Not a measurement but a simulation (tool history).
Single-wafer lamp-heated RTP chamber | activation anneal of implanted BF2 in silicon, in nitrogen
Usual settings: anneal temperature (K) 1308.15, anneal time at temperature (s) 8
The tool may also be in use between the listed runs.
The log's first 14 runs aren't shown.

run	hour	anneal temperature (K)	anneal time at temperature (s)	read-back reference wafer on the same gauge, sheet resistance	sheet resistance of the implanted and annealed layer (ohm/square)
15	352.9	1323.15	8	133.86	114.37
16	365.3	1308.15	8	133.98	124.88
17	395.1	1289.15	5	133.88	147.25
18	462.3	1334.15	8	133.93	105.66
19	488.2	1327.15	11	133.96	104.39
20	501.9	1308.15	8	133.87	122.94
21	529.7	1308.15	6	133.96	127.32
22	544.3	1308.15	8	133.98	122.48
# hour 579.3: pyrometer window cleaned and pyrometer calibrated
23	579.8	1308.15	8	133.9	127.78
24	595.3	1291.15	4	133.92	151.35
# hour 620.3: reflector plate cleaned
25	620.8	1332.15	6	134.07	113.25
26	645.3	1286.15	11	134.03	139.54
27	660.9	1308.15	8	134.07	126
28	681.1	1338.15	11	133.85	98.76
29	713.9	1308.15	12	134.04	117.97
30	735.7	1290.15	8	134.01	139.92
31	752.4	1328.15	8	134.07	110.1
32	772.9	1320.15	11	133.97	110.67
33	793.7	1288.15	11	133.89	135.19
34	809	1325.15	5	134	119.5
35	825.9	1331.15	13	134.01	99.28
36	855.4	1326.15	7	133.99	112.85
37	891.1	1319.15	7	134.09	117.32

Forecast each of these 4 alternatives for the next run:
A	891.5	1308.15	8	?	?
B	891.5	1295.15	11	?	?
C	891.5	1336.15	12	?	?
D	891.5	1290.15	6	?	?

run	read-back reference wafer on the same gauge, sheet resistance	sheet resistance of the implanted and annealed layer (ohm/square)
A	134.05	122.66
B	134.05	127.26
C	134.05	96.2
D	134.05	141.58
Without the tool's hidden state the same runs would have given:
run	sheet resistance of the implanted and annealed layer (ohm/square)
A	127.04
B	132.02
C	99.96
D	146.44
